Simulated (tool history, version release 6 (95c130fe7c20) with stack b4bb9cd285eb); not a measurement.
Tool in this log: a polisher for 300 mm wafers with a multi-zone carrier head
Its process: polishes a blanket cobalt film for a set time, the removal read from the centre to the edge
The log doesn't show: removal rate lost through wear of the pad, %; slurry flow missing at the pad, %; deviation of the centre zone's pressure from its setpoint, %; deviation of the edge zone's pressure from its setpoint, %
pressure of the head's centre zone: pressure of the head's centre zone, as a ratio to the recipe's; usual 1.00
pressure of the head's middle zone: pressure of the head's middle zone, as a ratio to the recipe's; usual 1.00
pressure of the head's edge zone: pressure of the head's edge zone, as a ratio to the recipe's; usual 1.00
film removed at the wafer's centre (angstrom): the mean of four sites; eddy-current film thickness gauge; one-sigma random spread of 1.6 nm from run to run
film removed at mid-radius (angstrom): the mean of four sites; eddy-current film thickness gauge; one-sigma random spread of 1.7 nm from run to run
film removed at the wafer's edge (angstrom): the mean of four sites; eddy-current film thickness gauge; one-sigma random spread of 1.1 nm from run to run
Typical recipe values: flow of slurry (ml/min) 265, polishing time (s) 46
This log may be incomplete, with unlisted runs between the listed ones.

run   hour  flow of slurry (ml/min)  pressure of the head's centre zone  pressure of the head's middle zone  pressure of the head's edge zone  polishing time (s)  wafers since the last listed run  wafers polished on this pad  hours since the slurry nozzle was cleaned  hours since the centre zone pressure was calibrated  hours since the edge zone pressure was calibrated  hours since the carrier head's membrane was replaced  incoming thickness of the incoming film, nm  film removed at the wafer's centre (angstrom)  film removed at mid-radius (angstrom)  film removed at the wafer's edge (angstrom)
  1    0.0                      265                                1.00                                1.06                              1.00                  51                                 0                          691                                      482.1                                               1211.3                                              531.4                                                 632.3                                       1378.7                                           1674                                   1749                                         1670
  2   28.1                      265                                1.00                                1.00                              1.07                  33                               235                          927                                      510.2                                               1239.4                                              559.5                                                 660.4                                       1399.6                                           1046                                   1088                                         1079
  3   52.2                      265                                1.00                                1.08                              1.00                  59                               201                         1129                                      534.3                                               1263.5                                              583.6                                                 684.5                                       1358.4                                           1873                                   2032                                         1845
      88.5  -- centre zone pressure recalibrated
  4   89.0                      360                                1.04                                0.90                              1.00                  39                               291                         1420                                      571.1                                                  0.5                                              620.4                                                 721.3                                       1359.3                                           1298                                   1153                                         1256
  5  133.6                      265                                1.09                                1.00                              1.11                  38                               373                         1794                                      615.7                                                 45.1                                              665.0                                                 765.9                                       1371.7                                           1278                                   1196                                         1218
  6  197.2                      330                                1.06                                1.00                              0.92                  46                               532                         2327                                      679.3                                                108.7                                              728.6                                                 829.5                                       1385.2                                           1517                                   1436                                         1374
     202.8  -- slurry nozzle cleaned
  7  256.6                      340                                1.00                                0.96                              1.00                  58                               489                         2816                                       53.8                                                168.1                                              788.0                                                 888.9                                       1387.6                                           1836                                   1740                                         1811
  8  303.5                      265                                1.00                                1.00                              1.11                  46                               392                         3209                                      100.7                                                215.0                                              834.9                                                 935.8                                       1378.5                                           1381                                   1385                                         1429
     320.2  -- worn pad replaced by a new one
  9  350.5                      265                                1.00                                1.00                              1.00                  46                               360                          253                                      147.7                                                262.0                                              881.9                                                 982.8                                       1376.7                                           1534                                   1543                                         1515
 10  419.7                      265                                1.00                                1.00                              1.00                  46                               579                          833                                      216.9                                                331.2                                              951.1                                                1052.0                                       1378.1                                           1483                                   1457                                         1456
 11  460.8                      290                                1.06                                0.95                              1.00                  41                               344                         1177                                      258.0                                                372.3                                              992.2                                                1093.1                                       1375.0                                           1383                                   1225                                         1283
 12  514.2                      180                                0.93                                1.00                              1.00                  46                               447                         1624                                      311.4                                                425.7                                             1045.6                                                1146.5                                       1366.2                                           1270                                   1363                                         1342
     529.4  -- carrier head's membrane replaced by a new one
 13  554.6                      265                                1.03                                1.00                              1.00                  46                               296                         1921                                      351.8                                                466.1                                             1086.0                                                  25.2                                       1377.8                                           1483                                   1430                                         1402
 14  607.5                      240                                1.00                                1.04                              1.00                  46                               443                         2364                                      404.7                                                519.0                                             1138.9                                                  78.1                                       1382.5                                           1373                                   1435                                         1381
     628.3  -- edge zone pressure recalibrated
 15  645.2                      265                                1.00                                1.09                              1.10                  46                               299                         2663                                      442.4                                                556.7                                               16.9                                                 115.8                                       1365.0                                           1378                                   1490                                         1435
 16  689.5                      265                                1.00                                1.00                              1.00                  46                               371                         3034                                      486.7                                                601.0                                               61.2                                                 160.1                                       1410.6                                           1399                                   1368                                         1402
 17  757.9                      265                                1.05                                1.05                              1.05                  51                               572                         3607                                      555.1                                                669.4                                              129.6                                                 228.5                                       1382.8                                           1608                                   1600                                         1544
     776.7  -- worn pad replaced by a new one
     786.3  -- slurry nozzle cleaned
 18  829.0                      265                                1.00                                1.00                              1.00                  46                               553                          429                                       42.7                                                740.5                                              200.7                                                 299.6                                       1373.1                                           1521                                   1521                                         1512

What does the tool deliver on the next run?
 19  873.9                      265                                1.00                                1.00                              1.00                  46                               376                          805                                       87.6                                                785.4                                              245.6                                                 344.5                                       1360.4                                              ?                                      ?                                            ?

Run 19 measured film removed at the wafer's centre (angstrom) 1485, film removed at mid-radius (angstrom) 1484, film removed at the wafer's edge (angstrom) 1447.
On a tool with no hidden condition, and with the same random variation, this run would have come out at film removed at the wafer's centre (angstrom) 1602, film removed at mid-radius (angstrom) 1600, film removed at the wafer's edge (angstrom) 1561.
